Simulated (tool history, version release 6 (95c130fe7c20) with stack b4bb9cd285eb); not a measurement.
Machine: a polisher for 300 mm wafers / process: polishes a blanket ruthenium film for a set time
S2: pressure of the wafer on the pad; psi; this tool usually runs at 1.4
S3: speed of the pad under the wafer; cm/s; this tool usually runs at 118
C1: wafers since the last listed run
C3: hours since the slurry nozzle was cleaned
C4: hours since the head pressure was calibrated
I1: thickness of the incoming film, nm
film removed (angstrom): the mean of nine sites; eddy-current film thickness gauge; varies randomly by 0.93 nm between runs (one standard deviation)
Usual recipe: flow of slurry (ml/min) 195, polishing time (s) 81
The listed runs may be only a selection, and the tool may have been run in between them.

run 1 day=0 | flow_of_slurry_(ml/min)=195 S2=1.4 S3=118 polishing_time_(s)=103 | C1=0 wafers_polished_on_this_pad=946 C3=343.2 C4=1451.9 | I1=260.3 | film_removed_(angstrom)=957
-- day=0.067 slurry nozzle cleaned
run 2 day=1.308 | flow_of_slurry_(ml/min)=195 S2=1.4 S3=118 polishing_time_(s)=89 | C1=381 wafers_polished_on_this_pad=1327 C3=29.8 C4=1483.3 | I1=259 | film_removed_(angstrom)=864
run 3 day=1.888 | flow_of_slurry_(ml/min)=195 S2=1.4 S3=118 polishing_time_(s)=81 | C1=174 wafers_polished_on_this_pad=1502 C3=43.7 C4=1497.2 | I1=259.1 | film_removed_(angstrom)=769
-- day=2.371 worn pad replaced by a new one
run 4 day=2.421 | flow_of_slurry_(ml/min)=195 S2=1.4 S3=118 polishing_time_(s)=81 | C1=110 wafers_polished_on_this_pad=15 C3=56.5 C4=1510 | I1=261.6 | film_removed_(angstrom)=784
run 5 day=3.092 | flow_of_slurry_(ml/min)=195 S2=1.4 S3=118 polishing_time_(s)=81 | C1=202 wafers_polished_on_this_pad=217 C3=72.6 C4=1526.1 | I1=257.2 | film_removed_(angstrom)=790
run 6 day=4.508 | flow_of_slurry_(ml/min)=195 S2=1.4 S3=118 polishing_time_(s)=81 | C1=426 wafers_polished_on_this_pad=644 C3=106.6 C4=1560.1 | I1=259.6 | film_removed_(angstrom)=791
run 7 day=5.183 | flow_of_slurry_(ml/min)=195 S2=1.4 S3=118 polishing_time_(s)=81 | C1=203 wafers_polished_on_this_pad=847 C3=122.8 C4=1576.3 | I1=260.1 | film_removed_(angstrom)=781
run 8 day=7.138 | flow_of_slurry_(ml/min)=195 S2=1.4 S3=118 polishing_time_(s)=81 | C1=588 wafers_polished_on_this_pad=1436 C3=169.7 C4=1623.2 | I1=261.7 | film_removed_(angstrom)=772
-- day=7.675 worn pad replaced by a new one
run 9 day=8 | flow_of_slurry_(ml/min)=195 S2=1.4 S3=118 polishing_time_(s)=81 | C1=209 wafers_polished_on_this_pad=98 C3=190.4 C4=1643.9 | I1=256.3 | film_removed_(angstrom)=788
run 10 day=9.042 | flow_of_slurry_(ml/min)=195 S2=1.4 S3=118 polishing_time_(s)=81 | C1=313 wafers_polished_on_this_pad=412 C3=215.4 C4=1668.9 | I1=263 | film_removed_(angstrom)=771
-- day=9.562 head pressure recalibrated
run 11 day=10.525 | flow_of_slurry_(ml/min)=195 S2=1.4 S3=118 polishing_time_(s)=81 | C1=421 wafers_polished_on_this_pad=834 C3=251 C4=23.1 | I1=263.7 | film_removed_(angstrom)=773
run 12 day=11.708 | flow_of_slurry_(ml/min)=195 S2=1.1 S3=138 polishing_time_(s)=81 | C1=356 wafers_polished_on_this_pad=1190 C3=279.4 C4=51.5 | I1=262.2 | film_removed_(angstrom)=697
run 13 day=13.204 | flow_of_slurry_(ml/min)=195 S2=1.4 S3=118 polishing_time_(s)=81 | C1=450 wafers_polished_on_this_pad=1641 C3=315.3 C4=87.4 | I1=255.1 | film_removed_(angstrom)=751
-- day=13.496 worn pad replaced by a new one
-- day=14.204 slurry nozzle cleaned
run 14 day=14.225 | flow_of_slurry_(ml/min)=195 S2=1.4 S3=160 polishing_time_(s)=94 | C1=244 wafers_polished_on_this_pad=207 C3=0.5 C4=111.9 | I1=261.6 | film_removed_(angstrom)=1012
run 15 day=15.483 | flow_of_slurry_(ml/min)=195 S2=1.4 S3=142 polishing_time_(s)=81 | C1=379 wafers_polished_on_this_pad=586 C3=30.7 C4=142.1 | I1=262.4 | film_removed_(angstrom)=782
run 16 day=16.692 | flow_of_slurry_(ml/min)=195 S2=1.4 S3=118 polishing_time_(s)=81 | C1=364 wafers_polished_on_this_pad=951 C3=59.7 C4=171.1 | I1=258.4 | film_removed_(angstrom)=679
-- day=17.404 slurry nozzle cleaned, repeated, since the last time left the tool worse
run 17 day=17.888 | flow_of_slurry_(ml/min)=230 S2=1.8 S3=128 polishing_time_(s)=97 | C1=347 wafers_polished_on_this_pad=1298 C3=11.6 C4=199.8 | I1=259.5 | film_removed_(angstrom)=1263
-- day=18.071 worn pad replaced by a new one
run 18 day=22.092 | flow_of_slurry_(ml/min)=155 S2=1.2 S3=118 polishing_time_(s)=98 | C1=1216 wafers_polished_on_this_pad=1211 C3=112.5 C4=300.7 | I1=258.1 | film_removed_(angstrom)=798

The next listed run, before its measurement:
run 19 day=22.662 | flow_of_slurry_(ml/min)=195 S2=1.4 S3=156 polishing_time_(s)=100 | C1=172 wafers_polished_on_this_pad=1383 C3=126.2 C4=314.4 | I1=264.9 | film_removed_(angstrom)=?

film removed (angstrom): 1186
Take away the tool's hidden state, keep the run-to-run variation as it was, and the same run would have given film removed (angstrom) 1209.
